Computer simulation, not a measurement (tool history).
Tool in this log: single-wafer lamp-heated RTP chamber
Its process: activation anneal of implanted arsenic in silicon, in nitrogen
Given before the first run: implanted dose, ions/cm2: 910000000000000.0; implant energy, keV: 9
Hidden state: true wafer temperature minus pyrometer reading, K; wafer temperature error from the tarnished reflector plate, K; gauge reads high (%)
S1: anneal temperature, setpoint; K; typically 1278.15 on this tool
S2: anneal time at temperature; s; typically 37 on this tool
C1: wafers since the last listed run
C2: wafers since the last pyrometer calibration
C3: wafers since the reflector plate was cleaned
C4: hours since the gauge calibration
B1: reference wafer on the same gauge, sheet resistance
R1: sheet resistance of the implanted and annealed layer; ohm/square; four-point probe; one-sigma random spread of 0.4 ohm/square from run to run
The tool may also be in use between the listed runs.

{"run": 1, "hour": 0.0, "S1": 1278.15, "S2": 37, "C1": 0, "C2": 1678, "C3": 11173, "C4": 155, "B1": 121.99, "R1": 124.51}
{"run": 2, "hour": 47.2, "S1": 1278.15, "S2": 37, "C1": 864, "C2": 2543, "C3": 12038, "C4": 202.2, "B1": 121.93, "R1": 124.67}
{"hour": 99.5, "done": "reflector plate cleaned"}
{"run": 3, "hour": 143.8, "S1": 1278.15, "S2": 37, "C1": 1622, "C2": 4165, "C3": 811, "C4": 298.8, "B1": 121.76, "R1": 124.21}
{"hour": 167.9, "done": "pyrometer window cleaned and pyrometer calibrated"}
{"run": 4, "hour": 190.6, "S1": 1278.15, "S2": 37, "C1": 710, "C2": 415, "C3": 1522, "C4": 345.6, "B1": 121.76, "R1": 124.17}
{"run": 5, "hour": 246.8, "S1": 1302.15, "S2": 37, "C1": 1029, "C2": 1444, "C3": 2551, "C4": 401.8, "B1": 121.52, "R1": 113.59}
{"run": 6, "hour": 351.4, "S1": 1278.15, "S2": 37, "C1": 1915, "C2": 3359, "C3": 4466, "C4": 506.4, "B1": 121.31, "R1": 123.82}
{"run": 7, "hour": 421.4, "S1": 1278.15, "S2": 37, "C1": 1281, "C2": 4641, "C3": 5748, "C4": 576.4, "B1": 121.09, "R1": 123.16}
{"hour": 438.8, "done": "pyrometer window cleaned and pyrometer calibrated"}
{"run": 8, "hour": 458.0, "S1": 1278.15, "S2": 37, "C1": 523, "C2": 352, "C3": 6272, "C4": 613, "B1": 120.9, "R1": 123.61}
{"run": 9, "hour": 517.1, "S1": 1295.15, "S2": 37, "C1": 1082, "C2": 1434, "C3": 7354, "C4": 672.1, "B1": 120.78, "R1": 115.27}
{"run": 10, "hour": 567.3, "S1": 1299.15, "S2": 55, "C1": 919, "C2": 2353, "C3": 8273, "C4": 722.3, "B1": 120.61, "R1": 108.13}
{"run": 11, "hour": 640.0, "S1": 1278.15, "S2": 30, "C1": 1331, "C2": 3685, "C3": 9605, "C4": 795, "B1": 120.33, "R1": 127.45}
{"run": 12, "hour": 732.4, "S1": 1290.15, "S2": 37, "C1": 1692, "C2": 5377, "C3": 11297, "C4": 887.4, "B1": 119.96, "R1": 116.8}
{"hour": 745.6, "done": "pyrometer window cleaned and pyrometer calibrated"}
{"run": 13, "hour": 790.4, "S1": 1255.15, "S2": 37, "C1": 915, "C2": 820, "C3": 12212, "C4": 945.4, "B1": 119.65, "R1": 136.22}
{"hour": 818.5, "done": "reflector plate cleaned"}
{"run": 14, "hour": 897.0, "S1": 1298.15, "S2": 21, "C1": 1805, "C2": 2626, "C3": 1437, "C4": 1052, "B1": 119.03, "R1": 122.13}
{"run": 15, "hour": 990.3, "S1": 1296.15, "S2": 54, "C1": 1708, "C2": 4335, "C3": 3146, "C4": 1145.3, "B1": 118.47, "R1": 107.79}
{"hour": 1041.2, "done": "gauge calibrated"}
{"hour": 1052.5, "done": "pyrometer window cleaned and pyrometer calibrated"}
{"run": 16, "hour": 1088.8, "S1": 1254.15, "S2": 44, "C1": 1657, "C2": 664, "C3": 4803, "C4": 47.6, "B1": 121.95, "R1": 135.27}
{"run": 17, "hour": 1142.6, "S1": 1278.15, "S2": 37, "C1": 985, "C2": 1650, "C3": 5788, "C4": 101.4, "B1": 121.89, "R1": 123.78}
{"run": 18, "hour": 1226.0, "S1": 1278.15, "S2": 37, "C1": 1527, "C2": 3177, "C3": 7315, "C4": 184.8, "B1": 121.93, "R1": 124.32}
{"hour": 1311.0, "done": "pyrometer window cleaned and pyrometer calibrated"}
{"run": 19, "hour": 1405.1, "S1": 1304.15, "S2": 15, "C1": 3133, "C2": 1722, "C3": 10448, "C4": 363.9, "B1": 121.59, "R1": 128.34}

Here are 5 independent what-if runs from the current tool condition. What would each one return?
{"run": "A", "hour": 1405.5, "S1": 1278.15, "S2": 27, "C1": 7, "C2": 1730, "C3": 10456, "C4": 364.3, "B1": "?", "R1": "?"}
{"run": "B", "hour": 1405.5, "S1": 1278.15, "S2": 45, "C1": 7, "C2": 1730, "C3": 10456, "C4": 364.3, "B1": "?", "R1": "?"}
{"run": "C", "hour": 1405.5, "S1": 1259.15, "S2": 37, "C1": 7, "C2": 1730, "C3": 10456, "C4": 364.3, "B1": "?", "R1": "?"}
{"run": "D", "hour": 1405.5, "S1": 1291.15, "S2": 37, "C1": 7, "C2": 1730, "C3": 10456, "C4": 364.3, "B1": "?", "R1": "?"}
{"run": "E", "hour": 1405.5, "S1": 1295.15, "S2": 55, "C1": 7, "C2": 1730, "C3": 10456, "C4": 364.3, "B1": "?", "R1": "?"}

run=A B1=121.6 R1=131.58
run=B B1=121.6 R1=121.46
run=C B1=121.6 R1=136.7
run=D B1=121.6 R1=118.62
run=E B1=121.6 R1=111.27
Without the tool's hidden state the same runs would have given:
run=A R1=131.99
run=B R1=121.84
run=C R1=137.12
run=D R1=118.99
run=E R1=111.61
